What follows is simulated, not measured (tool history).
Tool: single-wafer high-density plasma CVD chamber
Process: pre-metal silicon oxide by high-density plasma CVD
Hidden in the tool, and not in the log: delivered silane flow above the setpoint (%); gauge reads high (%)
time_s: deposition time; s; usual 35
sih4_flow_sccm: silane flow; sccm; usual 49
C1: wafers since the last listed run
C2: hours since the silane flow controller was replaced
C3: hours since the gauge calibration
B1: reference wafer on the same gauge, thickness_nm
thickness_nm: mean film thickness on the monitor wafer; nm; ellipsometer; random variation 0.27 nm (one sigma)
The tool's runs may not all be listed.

{"run": 1, "hour": 0.0, "time_s": 35, "sih4_flow_sccm": 49, "C1": 0, "C2": 4994.5, "C3": 148.8, "B1": 152.985, "thickness_nm": 183.143}
{"run": 2, "hour": 7.1, "time_s": 35, "sih4_flow_sccm": 49, "C1": 227, "C2": 5001.6, "C3": 155.9, "B1": 152.989, "thickness_nm": 183.16}
{"run": 3, "hour": 17.7, "time_s": 35, "sih4_flow_sccm": 49, "C1": 339, "C2": 5012.2, "C3": 166.5, "B1": 152.972, "thickness_nm": 183.017}
{"run": 4, "hour": 27.8, "time_s": 35, "sih4_flow_sccm": 49, "C1": 323, "C2": 5022.3, "C3": 176.6, "B1": 153.056, "thickness_nm": 183.099}
{"run": 5, "hour": 34.1, "time_s": 35, "sih4_flow_sccm": 49, "C1": 201, "C2": 5028.6, "C3": 182.9, "B1": 152.983, "thickness_nm": 183.415}
{"hour": 38.2, "done": "gauge calibrated"}
{"run": 6, "hour": 41.1, "time_s": 35, "sih4_flow_sccm": 49, "C1": 224, "C2": 5035.6, "C3": 2.9, "B1": 152.29, "thickness_nm": 182.72}
{"run": 7, "hour": 49.5, "time_s": 35, "sih4_flow_sccm": 49, "C1": 269, "C2": 5044, "C3": 11.3, "B1": 152.388, "thickness_nm": 182.789}
{"run": 8, "hour": 62.1, "time_s": 35, "sih4_flow_sccm": 49, "C1": 403, "C2": 5056.6, "C3": 23.9, "B1": 152.568, "thickness_nm": 182.348}
{"run": 9, "hour": 76.1, "time_s": 35, "sih4_flow_sccm": 49, "C1": 448, "C2": 5070.6, "C3": 37.9, "B1": 152.71, "thickness_nm": 183.061}
{"run": 10, "hour": 89.2, "time_s": 35, "sih4_flow_sccm": 49, "C1": 419, "C2": 5083.7, "C3": 51, "B1": 152.869, "thickness_nm": 183.232}
{"run": 11, "hour": 106.9, "time_s": 35, "sih4_flow_sccm": 49, "C1": 567, "C2": 5101.4, "C3": 68.7, "B1": 153.048, "thickness_nm": 183.448}
{"run": 12, "hour": 124.3, "time_s": 41.6, "sih4_flow_sccm": 41, "C1": 557, "C2": 5118.8, "C3": 86.1, "B1": 153.083, "thickness_nm": 192.672}
{"run": 13, "hour": 139.8, "time_s": 35, "sih4_flow_sccm": 49, "C1": 496, "C2": 5134.3, "C3": 101.6, "B1": 153.196, "thickness_nm": 183.477}
{"run": 14, "hour": 148.6, "time_s": 41.4, "sih4_flow_sccm": 55, "C1": 281, "C2": 5143.1, "C3": 110.4, "B1": 153.18, "thickness_nm": 236.098}
{"run": 15, "hour": 182.6, "time_s": 35, "sih4_flow_sccm": 49, "C1": 1089, "C2": 5177.1, "C3": 144.4, "B1": 153.269, "thickness_nm": 183.533}
{"run": 16, "hour": 197.4, "time_s": 36.8, "sih4_flow_sccm": 43, "C1": 474, "C2": 5191.9, "C3": 159.2, "B1": 153.307, "thickness_nm": 175.969}
{"hour": 211.4, "done": "gauge calibrated"}
{"run": 17, "hour": 214.9, "time_s": 35, "sih4_flow_sccm": 40, "C1": 560, "C2": 5209.4, "C3": 3.5, "B1": 152.09, "thickness_nm": 158.339}
{"run": 18, "hour": 226.0, "time_s": 31.1, "sih4_flow_sccm": 39, "C1": 355, "C2": 5220.5, "C3": 14.6, "B1": 152.425, "thickness_nm": 138.664}
{"run": 19, "hour": 241.4, "time_s": 31.3, "sih4_flow_sccm": 46, "C1": 493, "C2": 5235.9, "C3": 30, "B1": 152.501, "thickness_nm": 156.126}
{"hour": 254.1, "done": "silane flow controller replaced"}
{"run": 20, "hour": 255.3, "time_s": 30.4, "sih4_flow_sccm": 49, "C1": 189, "C2": 1.2, "C3": 43.9, "B1": 152.759, "thickness_nm": 159.264}
{"run": 21, "hour": 267.7, "time_s": 37.4, "sih4_flow_sccm": 49, "C1": 397, "C2": 13.6, "C3": 56.3, "B1": 152.895, "thickness_nm": 195.487}
{"run": 22, "hour": 310.1, "time_s": 37.2, "sih4_flow_sccm": 44, "C1": 1358, "C2": 56, "C3": 98.7, "B1": 153.055, "thickness_nm": 180.419}
{"run": 23, "hour": 321.9, "time_s": 28.3, "sih4_flow_sccm": 57, "C1": 378, "C2": 67.8, "C3": 110.5, "B1": 153.091, "thickness_nm": 165.556}

5 ways to go on from here, each from the tool as it stands after run 23. What would each give?
{"run": "A", "hour": 322.3, "time_s": 35, "sih4_flow_sccm": 49, "C1": 12, "C2": 68.2, "C3": 110.9, "B1": "?", "thickness_nm": "?"}
{"run": "B", "hour": 322.3, "time_s": 31.3, "sih4_flow_sccm": 55, "C1": 12, "C2": 68.2, "C3": 110.9, "B1": "?", "thickness_nm": "?"}
{"run": "C", "hour": 322.3, "time_s": 30.5, "sih4_flow_sccm": 40, "C1": 12, "C2": 68.2, "C3": 110.9, "B1": "?", "thickness_nm": "?"}
{"run": "D", "hour": 322.3, "time_s": 28.1, "sih4_flow_sccm": 42, "C1": 12, "C2": 68.2, "C3": 110.9, "B1": "?", "thickness_nm": "?"}
{"run": "E", "hour": 322.3, "time_s": 35, "sih4_flow_sccm": 52, "C1": 12, "C2": 68.2, "C3": 110.9, "B1": "?", "thickness_nm": "?"}

run=A B1=153.164 thickness_nm=183.963
run=B B1=153.164 thickness_nm=178.831
run=C B1=153.164 thickness_nm=139.385
run=D B1=153.164 thickness_nm=132.701
run=E B1=153.164 thickness_nm=191.967
Without the tool's hidden state the same runs would have given:
run=A thickness_nm=182.618
run=B thickness_nm=177.524
run=C thickness_nm=138.367
run=D thickness_nm=131.732
run=E thickness_nm=190.564
